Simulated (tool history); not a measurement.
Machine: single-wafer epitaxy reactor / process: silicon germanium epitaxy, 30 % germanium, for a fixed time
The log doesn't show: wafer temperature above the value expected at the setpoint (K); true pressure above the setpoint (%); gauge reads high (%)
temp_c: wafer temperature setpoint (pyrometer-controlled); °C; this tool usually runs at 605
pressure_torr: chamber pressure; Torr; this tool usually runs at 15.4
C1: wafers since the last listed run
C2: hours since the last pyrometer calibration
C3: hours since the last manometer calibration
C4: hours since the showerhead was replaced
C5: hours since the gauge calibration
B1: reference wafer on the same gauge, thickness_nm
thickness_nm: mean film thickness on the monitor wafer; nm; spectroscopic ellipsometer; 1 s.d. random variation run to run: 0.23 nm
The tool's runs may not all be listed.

Run 1, day 0.000: usual settings but pressure_torr 17.9 Torr; C1 0; C2 1604.8; C3 1109.8; C4 2683.5; C5 440.9; B1 60.099. Result: thickness_nm 57.409 nm.
Run 2, day 1.192: usual settings but pressure_torr 17.9 Torr; C1 538; C2 1633.4; C3 1138.4; C4 2712.1; C5 469.5; B1 60.099. Result: thickness_nm 57.480 nm.
Run 3, day 2.717: usual settings but pressure_torr 17.9 Torr; C1 688; C2 1670.0; C3 1175.0; C4 2748.7; C5 506.1; B1 60.200. Result: thickness_nm 57.597 nm.
Run 4, day 4.200: usual settings but pressure_torr 18.5 Torr; C1 670; C2 1705.6; C3 1210.6; C4 2784.3; C5 541.7; B1 60.226. Result: thickness_nm 58.108 nm.
Run 5, day 6.521: usual settings but pressure_torr 18.5 Torr; C1 1048; C2 1761.3; C3 1266.3; C4 2840.0; C5 597.4; B1 60.102. Result: thickness_nm 57.972 nm.
Run 6, day 9.188: usual settings but temp_c 615 °C, pressure_torr 14.0 Torr; C1 1204; C2 1825.3; C3 1330.3; C4 2904.0; C5 661.4; B1 60.163. Result: thickness_nm 62.699 nm.
Run 7, day 10.600: usual settings but temp_c 615 °C, pressure_torr 14.0 Torr; C1 638; C2 1859.2; C3 1364.2; C4 2937.9; C5 695.3; B1 60.068. Result: thickness_nm 62.911 nm.
Run 8, day 13.396: usual settings; C1 1262; C2 1926.3; C3 1431.3; C4 3005.0; C5 762.4; B1 60.173. Result: thickness_nm 54.135 nm.
Run 9, day 14.900: usual settings but temp_c 616 °C, pressure_torr 17.2 Torr; C1 679; C2 1962.4; C3 1467.4; C4 3041.1; C5 798.5; B1 60.040. Result: thickness_nm 68.712 nm.
Run 10, day 23.542: usual settings; C1 3903; C2 2169.8; C3 1674.8; C4 3248.5; C5 1005.9; B1 60.081. Result: thickness_nm 53.841 nm.
Run 11, day 25.550: usual settings; C1 907; C2 2218.0; C3 1723.0; C4 3296.7; C5 1054.1; B1 60.017. Result: thickness_nm 53.741 nm.
Run 12, day 27.512: usual settings; C1 886; C2 2265.1; C3 1770.1; C4 3343.8; C5 1101.2; B1 60.112. Result: thickness_nm 53.403 nm.
Run 13, day 30.212: usual settings; C1 1219; C2 2329.9; C3 1834.9; C4 3408.6; C5 1166.0; B1 60.065. Result: thickness_nm 53.916 nm.
Run 14, day 32.038: usual settings; C1 824; C2 2373.7; C3 1878.7; C4 3452.4; C5 1209.8; B1 60.147. Result: thickness_nm 53.776 nm.
At day 33.892: gauge calibrated.
Run 15, day 34.754: usual settings but temp_c 593 °C, pressure_torr 16.3 Torr; C1 1227; C2 2438.9; C3 1943.9; C4 3517.6; C5 20.7; B1 60.208. Result: thickness_nm 43.746 nm.
Run 16, day 37.746: usual settings; C1 1351; C2 2510.7; C3 2015.7; C4 3589.4; C5 92.5; B1 60.041. Result: thickness_nm 53.617 nm.
Run 17, day 39.162: usual settings but temp_c 618 °C, pressure_torr 17.0 Torr; C1 639; C2 2544.7; C3 2049.7; C4 3623.4; C5 126.5; B1 60.122. Result: thickness_nm 70.079 nm.
Run 18, day 40.850: usual settings but temp_c 612 °C, pressure_torr 13.6 Torr; C1 762; C2 2585.2; C3 2090.2; C4 3663.9; C5 167.0; B1 59.994. Result: thickness_nm 57.723 nm.
At day 42.675: capacitance manometer re-zeroed and calibrated.
Run 19, day 43.088: usual settings but temp_c 619 °C; C1 860; C2 2638.9; C3 9.9; C4 3717.6; C5 220.7; B1 60.174. Result: thickness_nm 68.224 nm.
At day 43.971: showerhead replaced, of another model than before.
Run 20, day 45.612: usual settings but temp_c 612 °C, pressure_torr 17.2 Torr; C1 990; C2 2699.5; C3 70.5; C4 39.4; C5 281.3; B1 60.154. Result: thickness_nm 62.269 nm.
Run 21, day 47.721: usual settings but temp_c 618 °C, pressure_torr 12.0 Torr; C1 952; C2 2750.1; C3 121.1; C4 90.0; C5 331.9; B1 60.127. Result: thickness_nm 62.486 nm.
Run 22, day 50.438: usual settings; C1 1227; C2 2815.3; C3 186.3; C4 155.2; C5 397.1; B1 60.119. Result: thickness_nm 52.964 nm.
Run 23, day 52.038: usual settings; C1 722; C2 2853.7; C3 224.7; C4 193.6; C5 435.5; B1 59.992. Result: thickness_nm 52.860 nm.
Run 24, day 53.162: usual settings but temp_c 614 °C, pressure_torr 16.7 Torr; C1 508; C2 2880.7; C3 251.7; C4 220.6; C5 462.5; B1 60.096. Result: thickness_nm 63.419 nm.
Run 25, day 54.558: usual settings but temp_c 610 °C; C1 630; C2 2914.2; C3 285.2; C4 254.1; C5 496.0; B1 59.968. Result: thickness_nm 57.575 nm.
Run 26, day 56.133: usual settings; C1 711; C2 2952.0; C3 323.0; C4 291.9; C5 533.8; B1 60.108. Result: thickness_nm 52.669 nm.
At day 57.892: pyrometer calibrated.
Run 27, day 64.658: usual settings but temp_c 597 °C, pressure_torr 18.0 Torr; C1 3700; C2 162.4; C3 527.6; C4 496.5; C5 738.4; B1 60.211. Result: thickness_nm 49.613 nm.
Run 28, day 66.658: usual settings but temp_c 615 °C, pressure_torr 17.7 Torr; C1 903; C2 210.4; C3 575.6; C4 544.5; C5 786.4; B1 60.186. Result: thickness_nm 68.252 nm.
Run 29, day 69.617: usual settings but temp_c 601 °C, pressure_torr 16.4 Torr; C1 1336; C2 281.4; C3 646.6; C4 615.5; C5 857.4; B1 60.121. Result: thickness_nm 52.255 nm.
Run 30, day 71.125: usual settings but temp_c 612 °C, pressure_torr 13.6 Torr; C1 681; C2 317.6; C3 682.8; C4 651.7; C5 893.6; B1 60.116. Result: thickness_nm 60.103 nm.
Run 31, day 73.779: usual settings but temp_c 609 °C, pressure_torr 13.8 Torr; C1 1198; C2 381.3; C3 746.5; C4 715.4; C5 957.3; B1 60.194. Result: thickness_nm 57.145 nm.
Run 32, day 76.258: usual settings but pressure_torr 18.0 Torr; C1 1119; C2 440.8; C3 806.0; C4 774.9; C5 1016.8; B1 59.916. Result: thickness_nm 57.505 nm.
Run 33, day 79.025: usual settings; C1 1249; C2 507.2; C3 872.4; C4 841.3; C5 1083.2; B1 60.205. Result: thickness_nm 54.910 nm.

Here are 4 independent what-if runs from the current tool condition. What would each one return?
Run A, day 79.042: usual settings; C1 7; C2 507.6; C3 872.8; C4 841.7; C5 1083.6; B1 ?. Result: thickness_nm ?.
Run B, day 79.042: usual settings but pressure_torr 12.5 Torr; C1 7; C2 507.6; C3 872.8; C4 841.7; C5 1083.6; B1 ?. Result: thickness_nm ?.
Run C, day 79.042: usual settings but temp_c 598 °C, pressure_torr 13.6 Torr; C1 7; C2 507.6; C3 872.8; C4 841.7; C5 1083.6; B1 ?. Result: thickness_nm ?.
Run D, day 79.042: usual settings but temp_c 591 °C; C1 7; C2 507.6; C3 872.8; C4 841.7; C5 1083.6; B1 ?. Result: thickness_nm ?.

run      B1  thickness_nm
  A  60.112        54.855
  B  60.112        51.651
  C  60.112        46.517
  D  60.112        42.327
Stripped of hidden state, with their random variation kept, the same runs would have yielded:
run  thickness_nm
  A        55.045
  B        51.829
  C        46.681
  D        42.478

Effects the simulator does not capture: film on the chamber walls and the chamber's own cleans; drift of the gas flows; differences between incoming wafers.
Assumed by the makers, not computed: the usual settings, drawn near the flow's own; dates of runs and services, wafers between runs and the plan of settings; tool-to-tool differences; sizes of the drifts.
